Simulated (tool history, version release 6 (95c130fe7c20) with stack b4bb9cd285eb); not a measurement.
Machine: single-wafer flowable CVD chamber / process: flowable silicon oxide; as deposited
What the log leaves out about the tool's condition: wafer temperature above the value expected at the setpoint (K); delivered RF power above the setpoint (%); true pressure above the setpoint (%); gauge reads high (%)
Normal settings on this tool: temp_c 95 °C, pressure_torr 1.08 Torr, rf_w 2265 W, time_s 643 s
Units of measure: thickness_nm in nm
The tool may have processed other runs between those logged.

run,hour,temp_c,pressure_torr,rf_w,time_s,wafers since the last listed run,hours since the last thermocouple change,hours since the last RF generator calibration,hours since the last manometer calibration,hours since the showerhead was replaced,hours since the gauge calibration,"read-back reference wafer on the same gauge, thickness_nm",thickness_nm
1,0.0,95,1.08,2265,643,0,1788.3,2747.2,2584.3,6494.9,104.6,597.904,788.941
2,16.5,95,1.08,2265,643,43,1804.8,2763.7,2600.8,6511.4,121.1,597.211,787.834
3,37.2,95,1.08,2265,643,54,1825.5,2784.4,2621.5,6532.1,141.8,596.920,783.822
4,49.4,95,1.08,2265,643,32,1837.7,2796.6,2633.7,6544.3,154.0,597.005,789.363
5,57.8,95,1.08,2265,643,22,1846.1,2805.0,2642.1,6552.7,162.4,596.588,787.710
6,72.8,95,1.08,2265,643,39,1861.1,2820.0,2657.1,6567.7,177.4,596.459,792.624
7,84.9,95,1.08,2265,643,32,1873.2,2832.1,2669.2,6579.8,189.5,597.241,795.176
8,94.2,95,1.08,2265,643,24,1882.5,2841.4,2678.5,6589.1,198.8,597.268,795.352
9,105.3,95,1.08,2265,612,29,1893.6,2852.5,2689.6,6600.2,209.9,596.431,758.200
10,121.3,95,1.08,2265,643,42,1909.6,2868.5,2705.6,6616.2,225.9,597.062,799.772
11,132.7,95,1.08,2265,643,30,1921.0,2879.9,2717.0,6627.6,237.3,596.147,797.595
12,142.8,95,1.08,2265,643,26,1931.1,2890.0,2727.1,6637.7,247.4,597.162,796.056
13,149.6,95,1.08,2265,643,18,1937.9,2896.8,2733.9,6644.5,254.2,597.904,794.743
14,161.2,95,1.08,2265,643,30,1949.5,2908.4,2745.5,6656.1,265.8,597.265,795.433
# hour 161.4: gauge calibrated
# hour 169.3: capacitance manometer re-zeroed and calibrated
# hour 171.1: RF generator calibrated
15,175.0,95,1.17,2500,643,10,1963.3,3.9,5.7,6669.9,13.6,597.344,877.378
16,186.3,95,1.18,2265,643,30,1974.6,15.2,17.0,6681.2,24.9,597.437,873.224
# hour 195.8: showerhead replaced, of another model than before
17,196.3,108,1.01,2675,695,5,1984.6,25.2,27.0,0.5,34.9,597.072,571.442
# hour 207.7: thermocouple changed; heater temperature recalibrated
18,208.2,99,0.85,1905,591,10,0.5,37.1,38.9,12.4,46.8,597.280,467.901
19,216.4,83,0.84,2015,694,21,8.7,45.3,47.1,20.6,55.0,597.359,882.706
20,224.3,95,1.08,2265,643,20,16.6,53.2,55.0,28.5,62.9,597.283,710.325
21,240.3,110,0.95,2090,744,42,32.6,69.2,71.0,44.5,78.9,596.517,463.509
22,250.4,89,0.86,2405,643,26,42.7,79.3,81.1,54.6,89.0,597.340,744.395
23,259.9,95,1.08,2265,603,25,52.2,88.8,90.6,64.1,98.5,596.719,662.727
24,271.4,109,1.08,2390,545,30,63.7,100.3,102.1,75.6,110.0,597.264,395.875
25,279.5,95,1.08,2695,701,21,71.8,108.4,110.2,83.7,118.1,597.010,791.326
26,295.2,101,0.95,2065,598,41,87.5,124.1,125.9,99.4,133.8,597.276,492.984

Each row is a separate what-if for the run after 26, all from the same tool condition, not one after another. Results?
A,295.8,108,1.08,2265,643,1,88.1,124.7,126.5,100.0,134.4,?,?
B,295.8,95,0.86,1840,733,1,88.1,124.7,126.5,100.0,134.4,?,?
C,295.8,95,1.08,1965,643,1,88.1,124.7,126.5,100.0,134.4,?,?
D,295.8,95,1.28,2265,643,1,88.1,124.7,126.5,100.0,134.4,?,?

run,"read-back reference wafer on the same gauge, thickness_nm",thickness_nm
A,597.373,480.120
B,597.373,654.522
C,597.373,684.663
D,597.373,798.672
Without the tool's unlogged condition, the same runs would have read:
run,thickness_nm
A,478.931
B,652.893
C,682.958
D,796.684

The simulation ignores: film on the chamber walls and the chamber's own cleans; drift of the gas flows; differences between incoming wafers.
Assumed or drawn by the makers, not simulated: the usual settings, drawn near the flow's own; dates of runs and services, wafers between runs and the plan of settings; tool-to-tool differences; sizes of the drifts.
